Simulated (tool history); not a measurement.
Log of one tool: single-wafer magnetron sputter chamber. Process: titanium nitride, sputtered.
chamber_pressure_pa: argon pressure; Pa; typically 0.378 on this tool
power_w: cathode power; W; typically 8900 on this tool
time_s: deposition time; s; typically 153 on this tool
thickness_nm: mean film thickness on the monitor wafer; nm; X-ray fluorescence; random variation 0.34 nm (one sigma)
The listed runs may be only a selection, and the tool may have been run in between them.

| run | hour | chamber_pressure_pa | power_w | time_s | wafers since the last listed run | wafers on the sputter target | hours since the last manometer calibration | hours since the magnet pack was replaced | hours since the gauge calibration | read-back reference wafer on the same gauge, thickness_nm | thickness_nm |
|---|---|---|---|---|---|---|---|---|---|---|---|
| 1 | 0 | 0.378 | 8900 | 153 | 0 | 2123 | 2301.5 | 5373.7 | 73 | 226.062 | 221.976 |
| 2 | 9.5 | 0.378 | 8900 | 153 | 73 | 2197 | 2311 | 5383.2 | 82.5 | 226.016 | 221.183 |
| 3 | 17.8 | 0.378 | 8900 | 153 | 63 | 2260 | 2319.3 | 5391.5 | 90.8 | 226.06 | 221.764 |
| 4 | 24.1 | 0.378 | 8900 | 153 | 48 | 2309 | 2325.6 | 5397.8 | 97.1 | 225.854 | 221.538 |
| 5 | 41.9 | 0.378 | 8900 | 153 | 136 | 2446 | 2343.4 | 5415.6 | 114.9 | 226.063 | 221.139 |
| 6 | 55.5 | 0.378 | 8900 | 153 | 104 | 2551 | 2357 | 5429.2 | 128.5 | 225.96 | 220.94 |
| 7 | 62.1 | 0.378 | 8900 | 153 | 50 | 2601 | 2363.6 | 5435.8 | 135.1 | 226.004 | 220.527 |
|  | 80 | magnet pack replaced |
| 8 | 80.5 | 0.378 | 8900 | 153 | 80 | 2681 | 2382 | 0.5 | 153.5 | 226.177 | 220.046 |
|  | 89.9 | sputter target and shields replaced |
| 9 | 90.4 | 0.378 | 8900 | 153 | 14 | 3 | 2391.9 | 10.4 | 163.4 | 226.145 | 225.67 |
| 10 | 98 | 0.378 | 8900 | 153 | 58 | 62 | 2399.5 | 18 | 171 | 226.184 | 225.451 |
| 11 | 107.3 | 0.378 | 8900 | 174 | 71 | 133 | 2408.8 | 27.3 | 180.3 | 225.917 | 256.809 |
|  | 128.7 | capacitance manometer re-zeroed and calibrated |
| 12 | 129.2 | 0.421 | 9550 | 153 | 106 | 240 | 0.5 | 49.2 | 202.2 | 225.818 | 239.805 |
| 13 | 132.7 | 0.44 | 8900 | 130 | 26 | 267 | 4 | 52.7 | 205.7 | 226.028 | 189.13 |
| 14 | 145.4 | 0.317 | 8900 | 153 | 97 | 365 | 16.7 | 65.4 | 218.4 | 225.919 | 227.855 |
| 15 | 157.6 | 0.378 | 8900 | 153 | 93 | 459 | 28.9 | 77.6 | 230.6 | 226.03 | 225.029 |
|  | 161.9 | gauge calibrated |
| 16 | 165.6 | 0.378 | 8900 | 153 | 61 | 520 | 36.9 | 85.6 | 3.7 | 225.852 | 224.695 |
| 17 | 179.2 | 0.378 | 9800 | 143 | 104 | 625 | 50.5 | 99.2 | 17.3 | 225.772 | 231.591 |
| 18 | 188.5 | 0.378 | 8900 | 153 | 71 | 696 | 59.8 | 108.5 | 26.6 | 225.968 | 225.11 |
| 19 | 196.6 | 0.452 | 10850 | 153 | 62 | 759 | 67.9 | 116.6 | 34.7 | 225.992 | 270.413 |
| 20 | 204.5 | 0.378 | 8900 | 168 | 60 | 820 | 75.8 | 124.5 | 42.6 | 226.105 | 246.887 |
| 21 | 211.1 | 0.234 | 8900 | 132 | 50 | 870 | 82.4 | 131.1 | 49.2 | 226.047 | 199.376 |
| 22 | 220.3 | 0.378 | 8900 | 153 | 70 | 941 | 91.6 | 140.3 | 58.4 | 226.032 | 224.542 |

Results per run with the tool's hidden condition removed, run-to-run variation unchanged:
Hidden state present: deposition rate above that of a new target (%); true argon pressure above the setpoint (%); gauge reads high (%).
| run | thickness_nm |
|---|---|
| 1 | 225.527 |
| 2 | 224.967 |
| 3 | 225.781 |
| 4 | 225.724 |
| 5 | 225.829 |
| 6 | 226.037 |
| 7 | 225.821 |
| 8 | 225.924 |
| 9 | 225.919 |
| 10 | 225.702 |
| 11 | 257.108 |
| 12 | 240.144 |
| 13 | 189.408 |
| 14 | 228.248 |
| 15 | 225.486 |
| 16 | 225.203 |
| 17 | 232.221 |
| 18 | 225.801 |
| 19 | 271.335 |
| 20 | 247.816 |
| 21 | 200.189 |
| 22 | 225.564 |
